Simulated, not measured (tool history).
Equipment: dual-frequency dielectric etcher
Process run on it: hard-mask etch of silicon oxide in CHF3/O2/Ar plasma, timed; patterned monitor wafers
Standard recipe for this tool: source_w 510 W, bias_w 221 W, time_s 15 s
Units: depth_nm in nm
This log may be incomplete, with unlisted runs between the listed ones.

run    hour  source_w  bias_w  time_s  read-back reference wafer on the same gauge, depth_nm  depth_nm
  1       0       510     221      15                                                  28.58      30.4
  2    26.1       510     254      14                                                  28.66     29.66
  3    76.2       510     254      14                                                  28.62     29.55
  4   130.8       510     254      14                                                  28.66     29.24
  5   163.5       510     221      15                                                  28.52     30.15
  6   235.4       510     221      15                                                  28.67      29.9
  7   284.8       510     221      15                                                  28.62     29.78
  8   350.4       510     236      15                                                  28.58     29.92
      369.7  -- bias power generator calibrated
      384.4  -- gauge calibrated
      398.8  -- source power generator calibrated
      410.7  -- wet clean of the chamber
      413.7  -- upper electrode replaced, of another model than before
  9   414.2       600     221      15                                                  28.56     32.18
 10   467.8       600     221      15                                                   28.6     31.89
 11   506.5       600     221      15                                                  28.63      31.9
 12   571.9       510     237      15                                                   28.6     31.12
 13   627.5       510     192      11                                                  28.61     20.96
 14     666       590     221      15                                                  28.61     31.07
 15   708.1       600     221      15                                                  28.57     31.37
 16   763.5       510     221      15                                                  28.56     29.91
 17   797.1       390     263      15                                                  28.63      29.7
 18   841.1       510     221    11.5                                                   28.6     22.61
 19   885.9       510     221      15                                                  28.62     29.24
 20   911.5       510     221      11                                                  28.59     21.48
      943.9  -- wet clean of the chamber
 21     960       590     221    13.5                                                   28.6     29.11
 22   985.9       470     199      12                                                  28.54     23.31
 23  1012.6       400     180    18.5                                                  28.62     32.89
 24  1042.6       560     221      15                                                  28.58     31.42
 25  1092.5       610     237      11                                                  28.61     24.38

Below are 5 alternative next runs, each starting from the tool's condition after run 25. Predict each:
  A  1092.9       510     221      15                                                      ?         ?
  B  1092.9       470     252      13                                                      ?         ?
  C  1092.9       620     243      11                                                      ?         ?
  D  1092.9       630     251      15                                                      ?         ?
  E  1092.9       400     221      15                                                      ?         ?

run  read-back reference wafer on the same gauge, depth_nm  depth_nm
  A                                                  28.58     30.54
  B                                                  28.58     27.35
  C                                                  28.58     24.52
  D                                                  28.58     34.03
  E                                                  28.58     28.74
Take away the tool's hidden state, keep each run's random variation, and the runs would have read:
run  depth_nm
  A     30.86
  B     27.64
  C     24.78
  D     34.39
  E     29.05
